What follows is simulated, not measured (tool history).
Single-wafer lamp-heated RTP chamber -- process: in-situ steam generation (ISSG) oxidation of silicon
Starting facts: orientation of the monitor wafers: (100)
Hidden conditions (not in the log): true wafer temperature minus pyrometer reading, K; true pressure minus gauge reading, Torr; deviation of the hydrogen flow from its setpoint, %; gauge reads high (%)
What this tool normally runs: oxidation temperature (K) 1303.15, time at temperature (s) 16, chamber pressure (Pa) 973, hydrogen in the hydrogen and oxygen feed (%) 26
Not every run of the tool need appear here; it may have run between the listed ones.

run,day,oxidation temperature (K),time at temperature (s),chamber pressure (Pa),hydrogen in the hydrogen and oxygen feed (%),wafers since the last listed run,wafers since the last pyrometer calibration,hours since the pressure gauge was zeroed,hours since the hydrogen flow controller was replaced,hours since the gauge calibration,"read-back reference wafer on the same gauge, thickness",oxide thickness on the monitor wafer (angstrom)
1,0.000,1303.15,18,973,24,0,4755,2954.5,5276.0,88.5,4.868,59.06
2,0.638,1303.15,12,973,26,85,4841,2969.8,5291.3,103.8,4.869,49.73
3,1.621,1303.15,12,973,26,132,4973,2993.4,5314.9,127.4,4.870,49.94
4,2.488,1303.15,12,973,26,116,5090,3014.2,5335.7,148.2,4.869,50.04
# day 4.075: pyrometer window cleaned and pyrometer calibrated
5,4.096,1303.15,19,973,26,171,2,3052.8,5374.3,186.8,4.867,59.17
# day 4.533: pressure gauge zeroed
6,4.900,1303.15,19,973,26,63,66,8.8,5393.6,206.1,4.871,58.91
# day 5.379: hydrogen flow controller replaced
7,5.988,1303.15,20,973,20,101,167,34.9,14.6,232.2,4.871,56.54
8,7.104,1303.15,11,1147,26,150,317,61.7,41.4,259.0,4.869,45.55
9,8.212,1303.15,11,973,26,148,466,88.3,68.0,285.6,4.870,45.74
10,9.117,1303.15,16,1093,26,121,587,110.0,89.7,307.3,4.867,53.90
# day 9.446: gauge calibrated
11,10.004,1284.15,16,973,32,119,706,131.3,111.0,13.4,4.871,53.01
12,10.742,1318.15,10,1053,26,99,806,149.0,128.7,31.1,4.873,46.40
13,11.912,1290.15,21,973,26,157,963,177.1,156.8,59.2,4.868,58.28
14,12.562,1303.15,16,973,26,87,1050,192.7,172.4,74.8,4.873,54.63

Alternative continuations, all from the tool just after run 14; predict every row:
A,12.579,1293.15,16,973,26,2,1052,193.1,172.8,75.2,?,?
B,12.579,1303.15,18,973,26,2,1052,193.1,172.8,75.2,?,?
C,12.579,1319.15,19,1040,22,2,1052,193.1,172.8,75.2,?,?
D,12.579,1296.15,10,1093,20,2,1052,193.1,172.8,75.2,?,?
E,12.579,1303.15,16,973,32,2,1052,193.1,172.8,75.2,?,?

run,"read-back reference wafer on the same gauge, thickness",oxide thickness on the monitor wafer (angstrom)
A,4.867,52.21
B,4.867,57.79
C,4.867,61.71
D,4.867,39.78
E,4.867,57.92
What these runs would have given with no unlogged condition in the tool:
run,oxide thickness on the monitor wafer (angstrom)
A,52.04
B,57.59
C,61.47
D,39.66
E,57.72

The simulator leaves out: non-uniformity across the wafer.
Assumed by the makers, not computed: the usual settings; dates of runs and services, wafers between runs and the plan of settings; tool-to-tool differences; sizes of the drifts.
